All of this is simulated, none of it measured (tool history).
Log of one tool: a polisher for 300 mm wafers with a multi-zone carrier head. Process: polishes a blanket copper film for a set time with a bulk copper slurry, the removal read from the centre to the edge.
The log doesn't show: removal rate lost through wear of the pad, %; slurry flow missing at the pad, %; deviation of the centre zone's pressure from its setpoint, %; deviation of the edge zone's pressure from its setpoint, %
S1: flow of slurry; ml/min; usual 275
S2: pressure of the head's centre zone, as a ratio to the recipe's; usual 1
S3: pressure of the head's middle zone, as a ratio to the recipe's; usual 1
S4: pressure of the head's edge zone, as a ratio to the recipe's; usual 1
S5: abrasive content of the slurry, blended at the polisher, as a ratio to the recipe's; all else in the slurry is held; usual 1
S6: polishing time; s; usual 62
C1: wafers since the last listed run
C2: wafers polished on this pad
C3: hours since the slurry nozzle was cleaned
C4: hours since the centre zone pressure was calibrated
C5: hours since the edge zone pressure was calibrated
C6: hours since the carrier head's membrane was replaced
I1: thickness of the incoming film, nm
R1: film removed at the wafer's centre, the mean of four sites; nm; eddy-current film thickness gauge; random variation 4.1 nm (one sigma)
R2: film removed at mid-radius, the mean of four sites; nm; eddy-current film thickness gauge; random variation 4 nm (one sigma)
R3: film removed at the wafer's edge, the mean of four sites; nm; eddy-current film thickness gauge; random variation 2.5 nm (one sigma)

run,day,S1,S2,S3,S4,S5,S6,C1,C2,C3,C4,C5,C6,I1,R1,R2,R3
1,0,275,1,1,1,1,62,0,4433,320,580.6,310.5,747,4376.2,358.5,356,355
2,1.583,275,1,1,1,1,62,383,4816,358,618.6,348.5,785,4441.4,347.5,353.3,356
# day 5.317: worn pad replaced by a new one
3,5.8,275,1,1,1,1,62,980,117,459.2,719.8,449.7,886.2,4384.1,335.4,335,335.6
# day 7.221: carrier head's membrane replaced by a new one
4,9.175,275,1,1,1,1,62,767,884,540.2,800.8,530.7,46.9,4421.2,332.8,328.2,328.1
5,11.492,275,1,1,1,1,62,561,1445,595.8,856.4,586.3,102.5,4479.6,324.3,323,329.5
# day 15.312: slurry nozzle cleaned
6,15.671,210,1.12,1,0.96,1,42,1002,2447,8.6,956.7,686.6,202.8,4432.2,236.2,213,212.1
7,17.25,275,1,1,1,1,62,382,2829,46.5,994.6,724.5,240.7,4440.5,326.2,317,319.6
# day 18.971: worn pad replaced by a new one, repeated, since the last time left the tool worse
8,20.1,275,1,1,1,1,62,649,273,114.9,1063,792.9,309.1,4410.5,376.1,371.7,376.7
9,23.738,355,1,1,1,1,42,881,1154,202.2,1150.3,880.2,396.4,4445.6,258.7,256.9,254
# day 26.833: centre zone pressure recalibrated
# day 27.917: edge zone pressure recalibrated
10,28.075,275,1,1,0.96,1.15,62,1010,2164,306.3,29.8,3.8,500.5,4401.5,379.7,378.2,371.8
11,30.625,275,1.1,0.94,1,1,62,617,2782,367.5,91,65,561.7,4445.4,406.6,345,364.3
12,34.704,245,1,1,1.05,0.9,75,988,3770,465.4,188.9,162.9,659.6,4394,425.3,417.4,438.8
# day 39.104: carrier head's membrane replaced by a new one
13,39.15,275,1,1,1,1,62,1026,4796,572.1,295.6,269.6,1.1,4460.1,355.5,356,356.3
14,41.788,275,1,1,1,1,62,638,5435,635.4,358.9,332.9,64.4,4472.7,351,353.7,354.8
# day 41.9: slurry nozzle cleaned
# day 41.962: worn pad replaced by a new one
15,44.425,245,1,0.89,1,1,62,614,596,60.6,422.2,396.2,127.7,4484.9,367.4,336.6,367.4
16,51.833,275,1,1,1,1,62,1794,2391,238.4,600,574,305.5,4377.9,362.5,363.3,366.4
17,53.942,275,1,1,1,1,62,510,2901,289,650.6,624.6,356.1,4401.4,366.4,366.2,363.5
18,57.188,305,1,1,1,1,45,786,3688,366.9,728.5,702.5,434,4452.1,264.5,261.1,265.7
# day 63.333: worn pad replaced by a new one
19,68.083,275,1.09,1,1,1,62,2598,1150,628.4,990,964,695.5,4434.8,407.6,371.9,374.2
# day 68.888: slurry nozzle cleaned
20,69.904,230,1,1,1,1.25,45,430,1581,24.4,1033.7,1007.7,739.2,4500.4,276.4,280.7,277.2
21,73.625,275,1.12,1,1,1,54,901,2482,113.7,1123,1097,828.5,4471.9,354.3,322.1,321

Hidden state at the last listed run before each entry between runs and at the first one after, where it differs:
Between runs 2 and 3: worn pad replaced by a new one (day 5.317)
  removal rate lost through wear of the pad, %: 6.6 -> 11.5
  measured less the result without the state, R1: -24.6 -> -43.4 nm; R2: -24.9 -> -43.3 nm; R3: -25.2 -> -43.4 nm
Between runs 3 and 4: carrier head's membrane replaced by a new one (day 7.221)
  removal rate lost through wear of the pad, %: 11.5 -> 12.4
  measured less the result without the state, R1: -43.4 -> -47 nm; R2: -43.3 -> -46.4 nm; R3: -43.4 -> -46.2 nm
Between runs 5 and 6: slurry nozzle cleaned (day 15.312)
  removal rate lost through wear of the pad, %: 13 -> 14.1
  measured less the result without the state, R1: -48.5 -> -38.8 nm; R2: -48.2 -> -35.1 nm; R3: -49.1 -> -34.9 nm
Between runs 7 and 8: worn pad replaced by a new one, repeated, since the last time left the tool worse (day 18.971)
  removal rate lost through wear of the pad, %: 14.5 -> 0.457
  measured less the result without the state, R1: -55.5 -> -1.8 nm; R2: -53.9 -> -1.7 nm; R3: -54.4 -> -1.7 nm
Between runs 9 and 10: centre zone pressure recalibrated (day 26.833); edge zone pressure recalibrated (day 27.917)
  removal rate lost through wear of the pad, %: 1.44 -> 2.61
  measured less the result without the state, R1: -3.8 -> -10.2 nm; R2: -3.7 -> -10.1 nm; R3: -3.7 -> -9.9 nm
Between runs 12 and 13: carrier head's membrane replaced by a new one (day 39.104)
  removal rate lost through wear of the pad, %: 4.39 -> 5.59
  measured less the result without the state, R1: -19.5 -> -21.1 nm; R2: -19.2 -> -21.1 nm; R3: -20.2 -> -21.1 nm
Between runs 14 and 15: slurry nozzle cleaned (day 41.9); worn pad replaced by a new one (day 41.962)
  removal rate lost through wear of the pad, %: 6.3 -> 1.23
  measured less the result without the state, R1: -23.6 -> -4.6 nm; R2: -23.8 -> -4.2 nm; R3: -23.8 -> -4.6 nm
Between runs 18 and 19: worn pad replaced by a new one (day 63.333)
  removal rate lost through wear of the pad, %: 4.67 -> 1.31
  measured less the result without the state, R1: -12.9 -> -5.5 nm; R2: -12.8 -> -5 nm; R3: -13.1 -> -5 nm
Between runs 19 and 20: slurry nozzle cleaned (day 68.888)
  removal rate lost through wear of the pad, %: 1.31 -> 1.8
  measured less the result without the state, R1: -5.5 -> -5 nm; R2: -5 -> -5.2 nm; R3: -5 -> -5.1 nm

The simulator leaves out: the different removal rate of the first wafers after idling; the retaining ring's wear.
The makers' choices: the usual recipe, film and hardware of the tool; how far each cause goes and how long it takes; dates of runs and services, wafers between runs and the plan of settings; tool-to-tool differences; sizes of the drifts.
